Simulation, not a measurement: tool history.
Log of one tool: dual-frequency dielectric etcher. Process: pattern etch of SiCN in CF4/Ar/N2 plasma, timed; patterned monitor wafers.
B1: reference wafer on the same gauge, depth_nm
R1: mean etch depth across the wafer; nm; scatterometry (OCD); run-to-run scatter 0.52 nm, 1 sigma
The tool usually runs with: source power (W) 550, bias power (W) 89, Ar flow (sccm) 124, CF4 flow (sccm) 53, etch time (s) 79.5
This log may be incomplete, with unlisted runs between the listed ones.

{"run": 1, "day": 0.0, "source power (W)": 550, "bias power (W)": 89, "Ar flow (sccm)": 124, "CF4 flow (sccm)": 53, "etch time (s)": 70, "B1": 76.6, "R1": 70.8}
{"run": 2, "day": 0.833, "source power (W)": 550, "bias power (W)": 89, "Ar flow (sccm)": 124, "CF4 flow (sccm)": 53, "etch time (s)": 79.5, "B1": 76.5, "R1": 80.5}
{"run": 3, "day": 2.271, "source power (W)": 550, "bias power (W)": 89, "Ar flow (sccm)": 124, "CF4 flow (sccm)": 53, "etch time (s)": 79.5, "B1": 76.5, "R1": 80.3}
{"run": 4, "day": 3.671, "source power (W)": 550, "bias power (W)": 89, "Ar flow (sccm)": 124, "CF4 flow (sccm)": 53, "etch time (s)": 79.5, "B1": 76.6, "R1": 79.5}
{"run": 5, "day": 4.821, "source power (W)": 550, "bias power (W)": 89, "Ar flow (sccm)": 124, "CF4 flow (sccm)": 53, "etch time (s)": 79.5, "B1": 76.7, "R1": 79.8}
{"day": 5.971, "done": "bias power generator calibrated"}
{"day": 7.138, "done": "Ar flow controller replaced"}
{"day": 9.096, "done": "CF4 flow controller replaced"}
{"day": 9.433, "done": "wet clean of the chamber"}
{"day": 9.558, "done": "upper electrode replaced"}
{"run": 6, "day": 9.579, "source power (W)": 550, "bias power (W)": 89, "Ar flow (sccm)": 124, "CF4 flow (sccm)": 53, "etch time (s)": 79.5, "B1": 76.6, "R1": 79.3}
{"run": 7, "day": 9.979, "source power (W)": 550, "bias power (W)": 89, "Ar flow (sccm)": 124, "CF4 flow (sccm)": 53, "etch time (s)": 79.5, "B1": 76.5, "R1": 80.2}
{"run": 8, "day": 11.0, "source power (W)": 550, "bias power (W)": 89, "Ar flow (sccm)": 124, "CF4 flow (sccm)": 53, "etch time (s)": 79.5, "B1": 76.6, "R1": 79.4}
{"run": 9, "day": 11.604, "source power (W)": 620, "bias power (W)": 73, "Ar flow (sccm)": 124, "CF4 flow (sccm)": 53, "etch time (s)": 79.5, "B1": 76.6, "R1": 79.8}
{"day": 12.608, "done": "source power generator calibrated"}
{"run": 10, "day": 12.712, "source power (W)": 510, "bias power (W)": 106, "Ar flow (sccm)": 124, "CF4 flow (sccm)": 53, "etch time (s)": 79.5, "B1": 76.7, "R1": 82.5}
{"day": 13.079, "done": "gauge calibrated"}
{"run": 11, "day": 13.212, "source power (W)": 550, "bias power (W)": 89, "Ar flow (sccm)": 124, "CF4 flow (sccm)": 53, "etch time (s)": 79.5, "B1": 76.6, "R1": 80.1}
{"run": 12, "day": 13.892, "source power (W)": 630, "bias power (W)": 98, "Ar flow (sccm)": 124, "CF4 flow (sccm)": 53, "etch time (s)": 79.5, "B1": 76.6, "R1": 88.7}
{"run": 13, "day": 15.029, "source power (W)": 410, "bias power (W)": 89, "Ar flow (sccm)": 144, "CF4 flow (sccm)": 53, "etch time (s)": 63, "B1": 76.5, "R1": 54.1}
{"run": 14, "day": 15.533, "source power (W)": 430, "bias power (W)": 89, "Ar flow (sccm)": 124, "CF4 flow (sccm)": 53, "etch time (s)": 101.5, "B1": 76.7, "R1": 92.1}
{"run": 15, "day": 16.183, "source power (W)": 550, "bias power (W)": 89, "Ar flow (sccm)": 124, "CF4 flow (sccm)": 53, "etch time (s)": 79.5, "B1": 76.6, "R1": 80.6}
{"run": 16, "day": 16.721, "source power (W)": 550, "bias power (W)": 70, "Ar flow (sccm)": 124, "CF4 flow (sccm)": 53, "etch time (s)": 68.5, "B1": 76.6, "R1": 62.9}
{"run": 17, "day": 18.208, "source power (W)": 550, "bias power (W)": 89, "Ar flow (sccm)": 124, "CF4 flow (sccm)": 53, "etch time (s)": 79.5, "B1": 76.7, "R1": 79.8}
{"run": 18, "day": 19.679, "source power (W)": 550, "bias power (W)": 72, "Ar flow (sccm)": 124, "CF4 flow (sccm)": 53, "etch time (s)": 79.5, "B1": 76.6, "R1": 74.9}
{"run": 19, "day": 20.317, "source power (W)": 550, "bias power (W)": 89, "Ar flow (sccm)": 152, "CF4 flow (sccm)": 62, "etch time (s)": 63, "B1": 76.6, "R1": 62.5}

Run 20, settings as shown, results not yet in. Your forecast:
{"run": 20, "day": 21.771, "source power (W)": 550, "bias power (W)": 89, "Ar flow (sccm)": 133, "CF4 flow (sccm)": 53, "etch time (s)": 100, "B1": "?", "R1": "?"}

{"run 20": {"B1": 76.7, "R1": 99.8}}
Minus the tool's unlogged condition, the same run would have read R1 99.8 nm.

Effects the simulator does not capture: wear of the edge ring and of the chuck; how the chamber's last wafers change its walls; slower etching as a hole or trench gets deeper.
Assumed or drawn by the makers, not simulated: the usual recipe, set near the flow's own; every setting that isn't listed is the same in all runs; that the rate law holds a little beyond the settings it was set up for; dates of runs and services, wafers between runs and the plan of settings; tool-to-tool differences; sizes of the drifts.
